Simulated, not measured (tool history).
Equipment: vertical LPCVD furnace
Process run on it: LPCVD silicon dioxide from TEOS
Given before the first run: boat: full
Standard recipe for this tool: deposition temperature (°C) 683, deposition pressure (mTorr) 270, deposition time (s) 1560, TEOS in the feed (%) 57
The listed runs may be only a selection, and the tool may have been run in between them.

run,hour,deposition temperature (°C),deposition pressure (mTorr),deposition time (s),TEOS in the feed (%),wafers since the last listed run,hours since the last temperature calibration,hours since the pressure gauge was zeroed,hours since the TEOS flow controller was replaced,hours since the gauge calibration,"read-back reference wafer on the same gauge, thickness",film thickness on the monitor wafer in the middle of the boat (Å)
1,0.0,683,270,1560,62,0,1481.8,3912.4,2420.3,113.6,120.02,1107.2
2,67.8,683,270,1560,62,1590,1549.6,3980.2,2488.1,181.4,119.97,1101.3
3,110.4,683,270,1560,62,999,1592.2,4022.8,2530.7,224.0,119.99,1099.8
4,159.6,683,270,1560,65,1154,1641.4,4072.0,2579.9,273.2,120.02,1131.2
# hour 201.6: pressure gauge zeroed
5,202.1,683,270,1560,65,434,1683.9,0.5,2622.4,315.7,120.01,1152.8
# hour 232.3: thermocouples replaced and temperature profile calibrated
6,232.8,683,255,1560,57,157,0.5,31.2,2653.1,346.4,120.01,1023.7
7,283.0,691,210,1200,46,1177,50.7,81.4,2703.3,396.6,119.93,779.8
8,341.6,675,245,1560,65,1374,109.3,140.0,2761.9,455.2,119.98,885.8
# hour 421.6: TEOS flow controller replaced
9,422.1,695,270,1320,57,1325,189.8,220.5,0.5,535.7,119.96,1196.1
10,470.1,683,270,1560,57,1126,237.8,268.5,48.5,583.7,120.05,1057.4
11,500.6,683,270,1560,57,715,268.3,299.0,79.0,614.2,119.99,1064.9
12,569.1,683,225,1020,57,1607,336.8,367.5,147.5,682.7,120.04,635.3
13,612.5,688,270,1380,57,1018,380.2,410.9,190.9,726.1,120.01,1053.7
14,647.1,691,290,1950,51,811,414.8,445.5,225.5,760.7,119.99,1576.8
15,692.7,673,290,1080,53,1069,460.4,491.1,271.1,806.3,119.96,575.0
16,731.6,683,270,1560,57,912,499.3,530.0,310.0,845.2,120.00,1061.7
17,786.2,679,270,1560,57,1281,553.9,584.6,364.6,899.8,119.93,966.8
18,833.7,677,290,1800,53,1114,601.4,632.1,412.1,947.3,120.05,1062.7
19,859.5,683,245,1560,57,605,627.2,657.9,437.9,973.1,120.01,1012.6
20,923.7,683,270,1560,57,1506,691.4,722.1,502.1,1037.3,119.97,1063.6
21,965.0,683,270,1560,57,968,732.7,763.4,543.4,1078.6,119.97,1063.2
22,994.3,683,270,1560,57,687,762.0,792.7,572.7,1107.9,120.04,1062.4
23,1041.7,683,270,1980,61,1112,809.4,840.1,620.1,1155.3,119.97,1395.2
24,1089.9,679,295,1170,64,1130,857.6,888.3,668.3,1203.5,120.06,801.5
25,1153.8,693,225,2160,66,1499,921.5,952.2,732.2,1267.4,120.01,1826.4
26,1202.3,683,270,1560,57,1137,970.0,1000.7,780.7,1315.9,119.99,1057.9
27,1255.4,683,270,1560,49,1245,1023.1,1053.8,833.8,1369.0,120.04,988.0
28,1318.9,691,330,1560,47,1489,1086.6,1117.3,897.3,1432.5,120.05,1289.6
29,1368.8,673,235,1560,57,1170,1136.5,1167.2,947.2,1482.4,120.00,773.9
30,1410.9,694,325,1020,68,987,1178.6,1209.3,989.3,1524.5,120.02,1086.6

5 options for the next run, each taken on its own from the tool as it stands now. Forecast them:
A,1414.4,683,270,1560,57,82,1182.1,1212.8,992.8,1528.0,?,?
B,1414.4,683,270,1560,68,82,1182.1,1212.8,992.8,1528.0,?,?
C,1414.4,683,330,1020,65,82,1182.1,1212.8,992.8,1528.0,?,?
D,1414.4,677,325,1080,57,82,1182.1,1212.8,992.8,1528.0,?,?
E,1414.4,675,270,1560,57,82,1182.1,1212.8,992.8,1528.0,?,?

run,"read-back reference wafer on the same gauge, thickness",film thickness on the monitor wafer in the middle of the boat (Å)
A,119.99,1063.6
B,119.99,1161.7
C,119.99,823.6
D,119.99,700.7
E,119.99,875.9
Without the tool's unlogged condition, the same runs would have read:
run,film thickness on the monitor wafer in the middle of the boat (Å)
A,1060.7
B,1158.5
C,818.7
D,696.5
E,873.2
